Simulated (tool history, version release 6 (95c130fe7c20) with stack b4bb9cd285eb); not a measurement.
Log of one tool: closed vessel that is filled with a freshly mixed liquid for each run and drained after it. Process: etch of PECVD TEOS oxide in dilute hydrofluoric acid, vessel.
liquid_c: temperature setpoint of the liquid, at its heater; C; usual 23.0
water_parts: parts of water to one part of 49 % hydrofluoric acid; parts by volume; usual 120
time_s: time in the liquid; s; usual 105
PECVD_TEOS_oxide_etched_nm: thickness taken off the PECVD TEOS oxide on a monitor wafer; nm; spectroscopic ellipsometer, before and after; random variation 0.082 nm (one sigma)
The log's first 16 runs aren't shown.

run   hour  liquid_c  water_parts  time_s  read-back film thickness of the PECVD TEOS oxide reference wafer, read on the same gauge (nm)  PECVD_TEOS_oxide_etched_nm
 17  449.8      28.0           80     155                                                                                         100.02                       30.19
 18  502.4      18.0          140     105                                                                                         100.03                        7.26
 19  520.2      19.5           60     105                                                                                         100.00                       19.41
 20  553.0      23.0          170     155                                                                                          99.98                       10.64
 21  582.2      21.5          180     105                                                                                         100.02                        6.30
 22  609.7      23.0          120     105                                                                                         100.00                       10.59
 23  623.6      23.0          120     105                                                                                         100.00                       10.55
     630.7  -- thermometer replaced
 24  638.3      23.0          175      45                                                                                         100.01                        3.14
 25  654.7      23.0          120     105                                                                                         100.00                       11.56
 26  676.1      23.0          100     105                                                                                         100.00                       14.04
 27  698.4      21.5           70     105                                                                                          99.97                       19.39
 28  725.9      20.0          170     150                                                                                         100.00                        9.64
 29  756.0      26.5          120     105                                                                                          99.99                       12.96
 30  781.2      18.0          120     105                                                                                         100.02                        9.33
 31  794.5      23.0          120     105                                                                                          99.98                       11.39
 32  807.9      23.0          160     105                                                                                         100.00                        8.11
 33  840.4      23.0          155     170                                                                                         100.00                       13.63

Forecast each of these 4 alternatives for the next run:
  A  841.1      25.5          120     105                                                                                              ?                           ?
  B  841.1      28.0          100     145                                                                                              ?                           ?
  C  841.1      26.0          120     105                                                                                              ?                           ?
  D  841.1      23.0           80      50                                                                                              ?                           ?

run  read-back film thickness of the PECVD TEOS oxide reference wafer, read on the same gauge (nm)  PECVD_TEOS_oxide_etched_nm
  A                                                                                          99.98                       12.45
  B                                                                                          99.98                       23.30
  C                                                                                          99.98                       12.69
  D                                                                                          99.98                        8.45
Without the tool's hidden state the same runs would have given:
run  PECVD_TEOS_oxide_etched_nm
  A                       12.76
  B                       23.88
  C                       13.01
  D                        8.67

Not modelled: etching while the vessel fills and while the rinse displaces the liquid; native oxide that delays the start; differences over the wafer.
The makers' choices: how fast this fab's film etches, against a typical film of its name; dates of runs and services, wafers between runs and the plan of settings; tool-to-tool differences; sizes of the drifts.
